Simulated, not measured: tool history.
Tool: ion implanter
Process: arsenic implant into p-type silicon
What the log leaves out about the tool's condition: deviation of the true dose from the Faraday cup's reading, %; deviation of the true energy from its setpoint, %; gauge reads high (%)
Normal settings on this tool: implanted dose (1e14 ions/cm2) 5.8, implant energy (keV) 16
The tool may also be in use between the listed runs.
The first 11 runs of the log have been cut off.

| run | hour | implanted dose (1e14 ions/cm2) | implant energy (keV) | wafers since the last listed run | hours since the last dose calibration | hours since the extraction supply was calibrated | hours since the gauge calibration | read-back reference wafer on the same gauge, sheet resistance | sheet resistance of the implanted and annealed layer (ohm/square) |
|---|---|---|---|---|---|---|---|---|---|
| 12 | 141.8 | 5.8 | 16 | 196 | 1787.4 | 5711 | 332.2 | 172.09 | 184.95 |
| 13 | 152.4 | 5.8 | 16 | 189 | 1798 | 5721.6 | 342.8 | 172.01 | 185.09 |
| 14 | 163.7 | 5.8 | 16 | 202 | 1809.3 | 5732.9 | 354.1 | 171.96 | 184.86 |
|  | 176.1 | Faraday cup replaced and dose calibrated |
| 15 | 176.5 | 5.8 | 16 | 85 | 0.4 | 5745.7 | 366.9 | 171.98 | 179.05 |
|  | 189.5 | gauge calibrated |
| 16 | 190.7 | 5.8 | 16 | 253 | 14.6 | 5759.9 | 1.2 | 171.96 | 179.79 |
| 17 | 202.6 | 6.73 | 16 | 212 | 26.5 | 5771.8 | 13.1 | 171.98 | 163.23 |
| 18 | 215.6 | 5.8 | 16 | 232 | 39.5 | 5784.8 | 26.1 | 172 | 179.17 |
| 19 | 231.9 | 4.28 | 16 | 291 | 55.8 | 5801.1 | 42.4 | 172.02 | 221.26 |
| 20 | 248.2 | 7.38 | 11.5 | 291 | 72.1 | 5817.4 | 58.7 | 172.07 | 162.56 |
| 21 | 259 | 6.88 | 19.5 | 193 | 82.9 | 5828.2 | 69.5 | 172.02 | 155.59 |
| 22 | 276.4 | 7.01 | 16 | 311 | 100.3 | 5845.6 | 86.9 | 171.94 | 159.2 |
|  | 289.2 | extraction supply calibrated |
| 23 | 289.7 | 6.69 | 11.5 | 94 | 113.6 | 0.5 | 100.2 | 172.05 | 171.45 |
| 24 | 301.3 | 6.87 | 11.5 | 207 | 125.2 | 12.1 | 111.8 | 172.05 | 168.56 |
| 25 | 316.7 | 6.39 | 11.5 | 275 | 140.6 | 27.5 | 127.2 | 172.03 | 176.05 |
| 26 | 326 | 5.8 | 16 | 166 | 149.9 | 36.8 | 136.5 | 171.94 | 179.99 |
| 27 | 333.6 | 6.52 | 18.5 | 135 | 157.5 | 44.4 | 144.1 | 172.03 | 162.53 |
| 28 | 343.2 | 6.63 | 19.5 | 171 | 167.1 | 54 | 153.7 | 172.01 | 159.48 |
| 29 | 353 | 7.33 | 11.5 | 175 | 176.9 | 63.8 | 163.5 | 172.06 | 163.36 |
| 30 | 366.8 | 5.8 | 16 | 246 | 190.7 | 77.6 | 177.3 | 172.06 | 179.38 |
| 31 | 383.5 | 6.77 | 16 | 298 | 207.4 | 94.3 | 194 | 172.12 | 162.59 |
| 32 | 390.5 | 5.3 | 12.5 | 125 | 214.4 | 101.3 | 201 | 171.99 | 196.78 |
| 33 | 399.8 | 4.94 | 16 | 166 | 223.7 | 110.6 | 210.3 | 171.99 | 200.25 |
| 34 | 416.5 | 5.8 | 16 | 298 | 240.4 | 127.3 | 227 | 171.98 | 179.97 |
| 35 | 430.4 | 7.04 | 16 | 248 | 254.3 | 141.2 | 240.9 | 172.01 | 159.31 |

Each row is a separate what-if for the run after 35, all from the same tool condition, not one after another. Results?
| A | 430.8 | 5.8 | 16 | 7 | 254.7 | 141.6 | 241.3 | ? | ? |
| B | 430.8 | 4.45 | 12.5 | 7 | 254.7 | 141.6 | 241.3 | ? | ? |
| C | 430.8 | 6.61 | 10.5 | 7 | 254.7 | 141.6 | 241.3 | ? | ? |
| D | 430.8 | 4.54 | 21 | 7 | 254.7 | 141.6 | 241.3 | ? | ? |
| E | 430.8 | 7.33 | 18 | 7 | 254.7 | 141.6 | 241.3 | ? | ? |

| run | read-back reference wafer on the same gauge, sheet resistance | sheet resistance of the implanted and annealed layer (ohm/square) |
|---|---|---|
| A | 171.98 | 179.91 |
| B | 171.98 | 222.39 |
| C | 171.98 | 174.94 |
| D | 171.98 | 206.02 |
| E | 171.98 | 152.07 |
With the hidden condition removed and each run's random variation left untouched, the same runs would have given:
| run | sheet resistance of the implanted and annealed layer (ohm/square) |
|---|---|
| A | 178.86 |
| B | 220.99 |
| C | 174.07 |
| D | 204.7 |
| E | 151.26 |
